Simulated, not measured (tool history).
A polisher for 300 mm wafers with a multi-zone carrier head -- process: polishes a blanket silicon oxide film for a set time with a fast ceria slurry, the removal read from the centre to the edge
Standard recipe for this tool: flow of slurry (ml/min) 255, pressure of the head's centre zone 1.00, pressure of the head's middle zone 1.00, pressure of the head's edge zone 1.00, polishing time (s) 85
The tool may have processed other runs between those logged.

| run | hour | flow of slurry (ml/min) | pressure of the head's centre zone | pressure of the head's middle zone | pressure of the head's edge zone | polishing time (s) | incoming thickness of the incoming film, nm | film removed at the wafer's centre (angstrom) | film removed at mid-radius (angstrom) | film removed at the wafer's edge (angstrom) |
|---|---|---|---|---|---|---|---|---|---|---|
| 1 | 0.0 | 255 | 1.00 | 1.00 | 1.00 | 85 | 3546.9 | 13073 | 13476 | 13500 |
| 2 | 26.2 | 255 | 1.00 | 1.00 | 1.00 | 85 | 3533.3 | 12962 | 13137 | 13333 |
|  | 34.8 | worn pad replaced by a new one |
| 3 | 41.6 | 255 | 1.00 | 1.00 | 1.00 | 85 | 3515.9 | 13728 | 14133 | 14485 |
| 4 | 63.2 | 255 | 1.00 | 1.09 | 1.00 | 85 | 3526.5 | 13879 | 15023 | 13998 |
| 5 | 79.1 | 255 | 1.00 | 1.09 | 1.00 | 85 | 3515.0 | 13379 | 14698 | 13914 |
| 6 | 99.6 | 255 | 1.00 | 1.09 | 1.00 | 85 | 3516.4 | 13438 | 14578 | 13689 |
| 7 | 111.8 | 255 | 1.00 | 1.00 | 1.00 | 85 | 3581.6 | 12955 | 13562 | 13252 |
| 8 | 144.7 | 255 | 0.93 | 1.00 | 1.00 | 77 | 3598.6 | 10693 | 12148 | 11847 |
|  | 158.7 | worn pad replaced by a new one |
| 9 | 172.9 | 255 | 0.93 | 1.00 | 1.00 | 77 | 3531.5 | 11722 | 12612 | 12827 |
|  | 186.1 | carrier head's membrane replaced by a new one |
| 10 | 186.6 | 255 | 0.93 | 1.00 | 1.00 | 77 | 3576.7 | 11301 | 12759 | 12703 |
| 11 | 200.7 | 255 | 0.94 | 0.94 | 1.00 | 85 | 3521.4 | 12707 | 13117 | 14165 |
| 12 | 216.6 | 195 | 1.00 | 1.00 | 1.00 | 85 | 3496.4 | 12684 | 13364 | 13304 |
| 13 | 232.2 | 180 | 0.95 | 1.00 | 1.06 | 68 | 3554.5 | 9632 | 10563 | 10922 |
|  | 238.4 | edge zone pressure recalibrated |
| 14 | 257.6 | 255 | 1.00 | 1.00 | 1.00 | 103 | 3600.7 | 15314 | 16061 | 16161 |
|  | 261.8 | worn pad replaced by a new one |
|  | 283.2 | centre zone pressure recalibrated |
| 15 | 300.2 | 255 | 0.90 | 1.00 | 1.11 | 63 | 3516.0 | 8982 | 10409 | 10987 |
|  | 323.1 | slurry nozzle cleaned |
| 16 | 327.4 | 255 | 0.96 | 1.10 | 1.00 | 85 | 3506.4 | 13388 | 15517 | 14171 |
| 17 | 341.8 | 255 | 1.00 | 1.00 | 1.00 | 85 | 3570.1 | 13765 | 14005 | 13910 |
|  | 372.6 | worn pad replaced by a new one |
| 18 | 373.1 | 255 | 1.00 | 1.00 | 1.00 | 85 | 3525.5 | 14453 | 14872 | 14793 |
| 19 | 405.6 | 345 | 1.12 | 1.00 | 1.00 | 85 | 3571.2 | 16212 | 14728 | 14719 |
| 20 | 426.5 | 255 | 1.06 | 0.93 | 1.00 | 113 | 3565.1 | 19292 | 17621 | 18957 |
| 21 | 452.1 | 180 | 1.09 | 1.00 | 1.00 | 85 | 3522.4 | 14116 | 13469 | 13516 |

Predict each of these 4 candidate next runs independently; none follows another, all start after run 21:
| A | 452.5 | 255 | 1.00 | 1.04 | 1.00 | 85 | 3542.4 | ? | ? | ? |
| B | 452.5 | 340 | 1.00 | 1.00 | 1.00 | 85 | 3542.4 | ? | ? | ? |
| C | 452.5 | 255 | 1.00 | 1.00 | 1.10 | 85 | 3542.4 | ? | ? | ? |
| D | 452.5 | 255 | 1.00 | 1.00 | 0.92 | 64 | 3542.4 | ? | ? | ? |

| run | film removed at the wafer's centre (angstrom) | film removed at mid-radius (angstrom) | film removed at the wafer's edge (angstrom) |
|---|---|---|---|
| A | 13392 | 14075 | 13513 |
| B | 13775 | 13969 | 13784 |
| C | 13388 | 13613 | 14096 |
| D | 10080 | 10252 | 9832 |
Take away the tool's hidden state, keep each run's random variation, and the runs would have read:
| run | film removed at the wafer's centre (angstrom) | film removed at mid-radius (angstrom) | film removed at the wafer's edge (angstrom) |
|---|---|---|---|
| A | 14638 | 15347 | 14652 |
| B | 14986 | 15169 | 14902 |
| C | 14634 | 14844 | 15283 |
| D | 11018 | 11179 | 10661 |

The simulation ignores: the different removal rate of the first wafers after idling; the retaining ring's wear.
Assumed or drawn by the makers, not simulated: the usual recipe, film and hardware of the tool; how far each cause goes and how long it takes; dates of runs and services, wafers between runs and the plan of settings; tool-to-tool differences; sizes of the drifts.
